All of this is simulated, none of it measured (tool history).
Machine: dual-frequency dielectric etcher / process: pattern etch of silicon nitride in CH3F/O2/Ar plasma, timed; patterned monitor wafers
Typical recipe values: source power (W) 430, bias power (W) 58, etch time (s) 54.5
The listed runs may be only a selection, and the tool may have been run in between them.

run   hour  source power (W)  bias power (W)  etch time (s)  wafers since the last listed run  hours since the last wet clean  hours since the last source power generator calibration  hours since the last bias power generator calibration  hours since the last upper electrode change  hours since the gauge calibration  read-back reference wafer on the same gauge, depth_nm  mean etch depth across the wafer (angstrom)
  1      0               430              58           54.5                                 0                           248.3                                                   2008.2                                                 4179.4                                         2269                              209.5                                                  39.38                                        385.7
  2   23.9               430              58           54.5                               265                           272.2                                                   2032.1                                                 4203.3                                       2292.9                              233.4                                                  39.45                                        384.6
  3   47.2               380              64           54.5                               259                           295.5                                                   2055.4                                                 4226.6                                       2316.2                              256.7                                                  39.39                                        380.1
  4   69.5               380              64           54.5                               248                           317.8                                                   2077.7                                                 4248.9                                       2338.5                                279                                                  39.38                                        384.2
  5  102.1               380              64           54.5                               362                           350.4                                                   2110.3                                                 4281.5                                       2371.1                              311.6                                                  39.37                                        385.5
  6  120.4               430              64           54.5                               203                           368.7                                                   2128.6                                                 4299.8                                       2389.4                              329.9                                                   39.4                                        398.5
     142.1  -- bias power generator calibrated
  7  145.9               430              48           54.5                               239                           394.2                                                   2154.1                                                    3.8                                       2414.9                              355.4                                                  39.38                                        373.3
  8  162.8               430              58           54.5                               187                           411.1                                                     2171                                                   20.7                                       2431.8                              372.3                                                  39.37                                        390.3
  9    183               430              58           54.5                               224                           431.3                                                   2191.2                                                   40.9                                         2452                              392.5                                                  39.42                                        391.7
     199.6  -- source power generator calibrated
     216.3  -- wet clean of the chamber
 10  216.8               430              58           54.5                               145                             0.5                                                     17.2                                                   74.7                                       2485.8                              426.3                                                  39.39                                        373.1
     224.5  -- gauge calibrated
 11  240.2               530              71             62                               260                            23.9                                                     40.6                                                   98.1                                       2509.2                               15.7                                                   39.4                                        475.6
 12  262.8               470              66           54.5                               251                            46.5                                                     63.2                                                  120.7                                       2531.8                               38.3                                                  39.42                                        397.9
     296.8  -- upper electrode replaced
 13  297.3               460              44           40.5                               116                              81                                                     97.7                                                  155.2                                          0.5                               72.8                                                  39.39                                        269.3
 14  312.1               510              58           62.5                               164                            95.8                                                    112.5                                                    170                                         15.3                               87.6                                                  39.36                                        457.3
 15  344.7               390              53           54.5                               362                           128.4                                                    145.1                                                  202.6                                         47.9                              120.2                                                   39.4                                        360.6
 16    377               390              58           54.5                               359                           160.7                                                    177.4                                                  234.9                                         80.2                              152.5                                                  39.41                                        367.5
 17  392.6               430              58           42.5                               173                           176.3                                                      193                                                  250.5                                         95.8                              168.1                                                  39.35                                        294.2

Describe how what the log doesn't record of the tool's condition differs between the last listed run preceding each entry between runs and the first listed run following it.
Logged between run 6 and run 7: bias power generator calibrated (hour 142.1)
  etch rate over this chamber's usual, %: 3.53 -> 3.76
  the result without the hidden state subtracted from the measured one, mean etch depth across the wafer (angstrom): +13.6 -> +13.5
Logged between run 9 and run 10: source power generator calibrated (hour 199.6); wet clean of the chamber (hour 216.3)
  etch rate over this chamber's usual, %: 4.1 -> -0.644
  the result without the hidden state subtracted from the measured one, mean etch depth across the wafer (angstrom): +15.5 -> -2.5
Logged between run 10 and run 11: gauge calibrated (hour 224.5)
  etch rate over this chamber's usual, %: -0.644 -> -0.433
  the result without the hidden state subtracted from the measured one, mean etch depth across the wafer (angstrom): -2.5 -> -2.1
Logged between run 12 and run 13: upper electrode replaced (hour 296.8)
  etch rate over this chamber's usual, %: -0.23 -> 0.0799
  the result without the hidden state subtracted from the measured one, mean etch depth across the wafer (angstrom): -1 -> +0.2

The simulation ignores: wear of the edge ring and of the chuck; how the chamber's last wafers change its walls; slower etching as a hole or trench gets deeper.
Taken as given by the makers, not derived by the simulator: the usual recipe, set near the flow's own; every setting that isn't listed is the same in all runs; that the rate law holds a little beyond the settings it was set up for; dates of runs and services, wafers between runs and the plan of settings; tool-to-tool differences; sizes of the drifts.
